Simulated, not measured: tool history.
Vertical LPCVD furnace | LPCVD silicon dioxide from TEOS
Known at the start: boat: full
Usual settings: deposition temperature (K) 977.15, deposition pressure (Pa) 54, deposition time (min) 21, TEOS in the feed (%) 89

run,hour,deposition temperature (K),deposition pressure (Pa),deposition time (min),TEOS in the feed (%),"read-back reference wafer on the same gauge, thickness",film thickness on the monitor wafer in the middle of the boat (nm)
1,0,977.15,54,26.5,89,244.1,306.89
2,54.2,977.15,54,26.5,89,244.25,304.25
3,108.5,977.15,54,26.5,89,244.22,307.29
4,144.8,977.15,54,21,89,244.14,242
5,212.3,977.15,44,21,97,243.76,229.03
6,274.4,977.15,54,21,89,243.41,240.93
7,324.7,977.15,54,21,89,244.2,243.44
8,392.1,977.15,54,21,89,244.1,243.22
9,459.4,977.15,54,21,89,244.04,243.66
10,487.7,977.15,54,21,89,244.59,241.32
11,569.9,977.15,54,21,89,244.04,243.84
12,619.3,977.15,54,21,85,243.85,235.88
13,657.5,977.15,54,21,85,244,240.21
# hour 773.4: TEOS flow controller replaced
14,773.9,977.15,54,21,89,243.92,246.65
15,804.4,977.15,54,21,89,243.88,246.9
16,862.1,974.15,54,21,89,243.98,228.17
17,901,967.15,40.7,21,71,243.89,153.28
18,936.5,977.15,54,21,89,244.12,246.65
# hour 996.6: gauge calibrated
# hour 1002.3: pressure gauge zeroed
19,1002.8,987.15,54,28.5,82,243.85,406.73
20,1015.8,977.15,62.7,18,89,244.31,227.83
21,1203.5,981.15,44,23.5,74,244.29,249.68
# hour 1263.1: thermocouples replaced and temperature profile calibrated
22,1263.6,977.15,58,21,96,243.7,255.72
23,1302.7,977.15,54,21,81,244.04,226.85
24,1337.8,970.15,60,21,89,243.64,213.11
25,1381.1,977.15,54,21,89,243.8,238.31
26,1443.3,981.15,54,26.5,89,244.22,332.63
27,1508,977.15,48.7,21,89,243.94,227.54
28,1552.8,977.15,54,21,89,243.94,237.52
29,1584.5,977.15,54,21,84,243.69,234.68
30,1649.4,977.15,54,21,89,244.17,237.56
31,1706.2,977.15,54,21,89,243.66,239.38
32,1768.9,977.15,41.3,13.5,89,243.91,136.13

Forecast each of these 3 alternatives for the next run:
A,1772.2,977.15,54,21,89,?,?
B,1772.2,966.15,44,25,84,?,?
C,1772.2,966.15,54,21,89,?,?

run,"read-back reference wafer on the same gauge, thickness",film thickness on the monitor wafer in the middle of the boat (nm)
A,243.98,242.17
B,243.98,195.66
C,243.98,187.42
Without the tool's hidden state the same runs would have given:
run,film thickness on the monitor wafer in the middle of the boat (nm)
A,238.55
B,192.67
C,184.56

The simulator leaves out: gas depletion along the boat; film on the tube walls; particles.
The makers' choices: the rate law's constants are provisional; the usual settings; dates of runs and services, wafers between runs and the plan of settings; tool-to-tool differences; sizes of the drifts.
